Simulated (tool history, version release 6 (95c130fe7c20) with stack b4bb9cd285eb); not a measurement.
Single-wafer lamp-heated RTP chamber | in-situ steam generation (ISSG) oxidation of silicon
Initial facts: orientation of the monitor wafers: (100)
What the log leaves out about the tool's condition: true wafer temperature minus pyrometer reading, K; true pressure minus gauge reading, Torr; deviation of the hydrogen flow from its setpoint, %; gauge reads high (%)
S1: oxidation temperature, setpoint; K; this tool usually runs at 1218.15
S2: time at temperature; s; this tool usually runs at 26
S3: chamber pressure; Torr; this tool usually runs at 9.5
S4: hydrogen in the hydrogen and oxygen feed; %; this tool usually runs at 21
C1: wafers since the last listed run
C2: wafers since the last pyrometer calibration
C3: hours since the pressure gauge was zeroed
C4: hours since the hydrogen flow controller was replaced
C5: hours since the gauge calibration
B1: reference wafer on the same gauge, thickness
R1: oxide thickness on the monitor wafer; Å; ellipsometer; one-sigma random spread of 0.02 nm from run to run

| run | day | S1 | S2 | S3 | S4 | C1 | C2 | C3 | C4 | C5 | B1 | R1 |
|---|---|---|---|---|---|---|---|---|---|---|---|---|
| 1 | 0.000 | 1218.15 | 21 | 9.5 | 21 | 0 | 1899 | 2357.4 | 2742.1 | 88.4 | 5.784 | 44.92 |
| 2 | 1.646 | 1218.15 | 26 | 9.5 | 21 | 525 | 2425 | 2396.9 | 2781.6 | 127.9 | 5.787 | 50.09 |
| 3 | 4.054 | 1218.15 | 26 | 9.5 | 21 | 769 | 3194 | 2454.7 | 2839.4 | 185.7 | 5.788 | 50.22 |
| 4 | 10.962 | 1218.15 | 26 | 9.5 | 21 | 2206 | 5401 | 2620.5 | 3005.2 | 351.5 | 5.793 | 50.87 |
|  | 12.121 | pressure gauge zeroed |
|  | 12.146 | pyrometer window cleaned and pyrometer calibrated |
| 5 | 12.192 | 1218.15 | 26 | 9.5 | 21 | 277 | 14 | 1.7 | 3034.7 | 381.0 | 5.788 | 49.07 |
| 6 | 13.408 | 1218.15 | 26 | 9.5 | 21 | 388 | 402 | 30.9 | 3063.9 | 410.2 | 5.790 | 49.03 |
| 7 | 15.838 | 1218.15 | 26 | 9.5 | 21 | 776 | 1178 | 89.2 | 3122.2 | 468.5 | 5.790 | 49.40 |
| 8 | 16.946 | 1218.15 | 26 | 9.5 | 21 | 354 | 1533 | 115.8 | 3148.8 | 495.1 | 5.792 | 49.53 |
| 9 | 19.246 | 1218.15 | 26 | 9.5 | 21 | 734 | 2267 | 171.0 | 3204.0 | 550.3 | 5.788 | 49.77 |
| 10 | 28.062 | 1218.15 | 26 | 9.5 | 21 | 2816 | 5084 | 382.6 | 3415.6 | 761.9 | 5.785 | 50.30 |
| 11 | 29.558 | 1238.15 | 33 | 9.5 | 21 | 477 | 5562 | 418.5 | 3451.5 | 797.8 | 5.789 | 61.47 |
|  | 30.246 | pyrometer window cleaned and pyrometer calibrated |
| 12 | 30.950 | 1218.15 | 26 | 9.5 | 21 | 338 | 225 | 451.9 | 3484.9 | 831.2 | 5.785 | 49.08 |
| 13 | 35.650 | 1225.15 | 26 | 9.5 | 31 | 1501 | 1726 | 564.7 | 3597.7 | 944.0 | 5.787 | 55.13 |
| 14 | 36.883 | 1224.15 | 26 | 10.1 | 26 | 393 | 2120 | 594.3 | 3627.3 | 973.6 | 5.789 | 51.97 |
| 15 | 37.925 | 1218.15 | 30 | 9.5 | 21 | 332 | 2453 | 619.3 | 3652.3 | 998.6 | 5.790 | 52.67 |
| 16 | 39.454 | 1218.15 | 26 | 9.9 | 24 | 488 | 2941 | 656.0 | 3689.0 | 1035.3 | 5.792 | 51.23 |
| 17 | 46.696 | 1218.15 | 22 | 8.4 | 21 | 2313 | 5255 | 829.8 | 3862.8 | 1209.1 | 5.794 | 47.57 |
|  | 49.692 | hydrogen flow controller replaced |
| 18 | 49.712 | 1201.15 | 30 | 9.5 | 21 | 857 | 6112 | 902.2 | 0.5 | 1281.5 | 5.791 | 50.96 |
|  | 50.712 | pyrometer window cleaned and pyrometer calibrated |
| 19 | 52.392 | 1218.15 | 31 | 9.0 | 21 | 749 | 536 | 966.5 | 64.8 | 1345.8 | 5.787 | 54.27 |
|  | 53.400 | gauge calibrated |
| 20 | 53.471 | 1238.15 | 33 | 9.5 | 21 | 344 | 881 | 992.4 | 90.7 | 1.7 | 5.791 | 59.52 |
| 21 | 55.171 | 1226.15 | 26 | 9.5 | 21 | 543 | 1424 | 1033.2 | 131.5 | 42.5 | 5.793 | 50.79 |
| 22 | 57.462 | 1208.15 | 26 | 9.5 | 21 | 732 | 2156 | 1088.2 | 186.5 | 97.5 | 5.791 | 48.79 |
| 23 | 59.088 | 1205.15 | 26 | 9.5 | 21 | 519 | 2675 | 1127.2 | 225.5 | 136.5 | 5.792 | 47.79 |
| 24 | 61.142 | 1218.15 | 26 | 9.5 | 21 | 656 | 3331 | 1176.5 | 274.8 | 185.8 | 5.786 | 50.17 |
| 25 | 62.158 | 1212.15 | 26 | 9.5 | 24 | 324 | 3656 | 1200.9 | 299.2 | 210.2 | 5.790 | 51.00 |
| 26 | 63.850 | 1218.15 | 26 | 9.5 | 29 | 540 | 4196 | 1241.5 | 339.8 | 250.8 | 5.789 | 54.03 |
| 27 | 65.671 | 1211.15 | 26 | 9.5 | 28 | 581 | 4778 | 1285.2 | 383.5 | 294.5 | 5.792 | 52.35 |
| 28 | 67.075 | 1199.15 | 33 | 10.2 | 16 | 448 | 5227 | 1318.9 | 417.2 | 328.2 | 5.786 | 49.98 |
| 29 | 69.254 | 1218.15 | 26 | 9.5 | 21 | 696 | 5923 | 1371.2 | 469.5 | 380.5 | 5.793 | 50.97 |
| 30 | 70.417 | 1207.15 | 26 | 9.5 | 21 | 371 | 6294 | 1399.1 | 497.4 | 408.4 | 5.799 | 49.13 |
|  | 71.808 | pyrometer window cleaned and pyrometer calibrated |
| 31 | 73.150 | 1218.15 | 26 | 8.9 | 21 | 766 | 428 | 1464.7 | 563.0 | 474.0 | 5.787 | 49.28 |

What differs in the tool's unlogged condition from the final listed run ahead of each entry between runs to the first listed run following it?
After run 4, before run 5: pressure gauge zeroed (day 12.121); pyrometer window cleaned and pyrometer calibrated (day 12.146)
  true wafer temperature minus pyrometer reading, K: 10.2 -> 0.66
  measured result minus the result with no hidden state, R1: +1.67 -> +0.10 Å
After run 11, before run 12: pyrometer window cleaned and pyrometer calibrated (day 30.246)
  true wafer temperature minus pyrometer reading, K: 10.1 -> 0.548
  measured result minus the result with no hidden state, R1: +2.37 -> +0.09 Å
After run 17, before run 18: hydrogen flow controller replaced (day 49.692)
  true wafer temperature minus pyrometer reading, K: 9.09 -> 10.7
  measured result minus the result with no hidden state, R1: +1.31 -> +1.68 Å
After run 18, before run 19: pyrometer window cleaned and pyrometer calibrated (day 50.712)
  true wafer temperature minus pyrometer reading, K: 10.7 -> 2.84
  measured result minus the result with no hidden state, R1: +1.68 -> +0.52 Å
After run 19, before run 20: gauge calibrated (day 53.400)
  true wafer temperature minus pyrometer reading, K: 2.84 -> 3.43
  measured result minus the result with no hidden state, R1: +0.52 -> +0.77 Å
After run 30, before run 31: pyrometer window cleaned and pyrometer calibrated (day 71.808)
  true wafer temperature minus pyrometer reading, K: 12.6 -> 1.14
  measured result minus the result with no hidden state, R1: +1.88 -> +0.18 Å

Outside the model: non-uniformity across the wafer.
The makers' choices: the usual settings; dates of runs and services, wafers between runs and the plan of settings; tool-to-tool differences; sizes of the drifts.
